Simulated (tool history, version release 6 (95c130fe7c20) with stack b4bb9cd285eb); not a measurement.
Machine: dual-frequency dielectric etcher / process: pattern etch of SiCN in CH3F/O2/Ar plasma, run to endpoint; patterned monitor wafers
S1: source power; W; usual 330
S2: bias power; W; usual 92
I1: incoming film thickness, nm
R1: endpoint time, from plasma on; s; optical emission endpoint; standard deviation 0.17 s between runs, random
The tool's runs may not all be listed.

run 1 day=0 | S1=330 S2=92 | I1=9.54 | R1=24.3
run 2 day=2.4 | S1=330 S2=92 | I1=9.66 | R1=24.7
run 3 day=5.067 | S1=330 S2=92 | I1=9.61 | R1=24.8
run 4 day=6.167 | S1=330 S2=92 | I1=9.56 | R1=24.8
run 5 day=7.875 | S1=350 S2=92 | I1=9.61 | R1=24.4
run 6 day=9.475 | S1=330 S2=100 | I1=9.54 | R1=23.9
run 7 day=12.179 | S1=330 S2=92 | I1=9.64 | R1=25.2
run 8 day=13.742 | S1=330 S2=92 | I1=9.51 | R1=24.6
run 9 day=15.367 | S1=330 S2=92 | I1=9.6 | R1=25
-- day=18.071 wet clean of the chamber
run 10 day=18.092 | S1=330 S2=84 | I1=9.58 | R1=24.6
run 11 day=18.704 | S1=330 S2=92 | I1=9.61 | R1=23.9
run 12 day=20.625 | S1=330 S2=92 | I1=9.53 | R1=24.2
run 13 day=22.483 | S1=330 S2=92 | I1=9.65 | R1=24.4
run 14 day=25.25 | S1=330 S2=92 | I1=9.63 | R1=24.4
run 15 day=26.367 | S1=330 S2=92 | I1=9.56 | R1=24.1
run 16 day=28.45 | S1=310 S2=75 | I1=9.59 | R1=27.2
run 17 day=29.617 | S1=330 S2=92 | I1=9.58 | R1=24.7
run 18 day=32.067 | S1=330 S2=92 | I1=9.68 | R1=24.8

What does the tool deliver on the next run?
run 19 day=34.175 | S1=330 S2=92 | I1=9.68 | R1=?

{"run 19": {"R1": 24.9}}
On a tool with no hidden condition, and with the same random variation, this run would have come out at R1 24.4 s.
